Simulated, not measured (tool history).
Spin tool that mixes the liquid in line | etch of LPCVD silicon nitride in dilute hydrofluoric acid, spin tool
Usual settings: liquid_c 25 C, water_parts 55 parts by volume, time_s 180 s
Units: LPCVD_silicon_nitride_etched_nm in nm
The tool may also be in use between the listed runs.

run,hour,liquid_c,water_parts,time_s,"read-back film thickness of the LPCVD silicon nitride reference wafer, read on the same gauge (nm)",LPCVD_silicon_nitride_etched_nm
1,0,25,70,180,129.983,1.572
2,46.5,25,70,180,130.02,1.527
# hour 49: gauge calibrated
3,60.1,25,70,180,130.019,1.48
4,73.2,25,55,180,130.02,1.937
# hour 79.5: hydrofluoric acid flow meter replaced
5,84.5,25,55,180,129.989,1.943
6,99.5,25,55,180,130.005,1.969
7,107.8,25,55,180,129.995,2.007
8,122,25,45,115,130.015,1.537
9,132,20.5,75,180,130.023,1.077
10,140.8,25,30,180,130.027,3.591
# hour 145.4: gauge calibrated
# hour 149.6: thermometer replaced
11,154.1,25,55,180,130,1.95
12,165.4,23,25,265,130.001,5.287
13,180.3,21,30,265,129.995,3.899
14,191.6,29,45,180,129.978,3.151
15,201.6,25,65,180,129.998,1.684

The tool's hidden state at each run:
liquid hotter than its thermometer reads (K): 0 in every run
hydrofluoric acid flow above the setpoint (%): 0 in every run
gauge reads high (%): 0 in every run
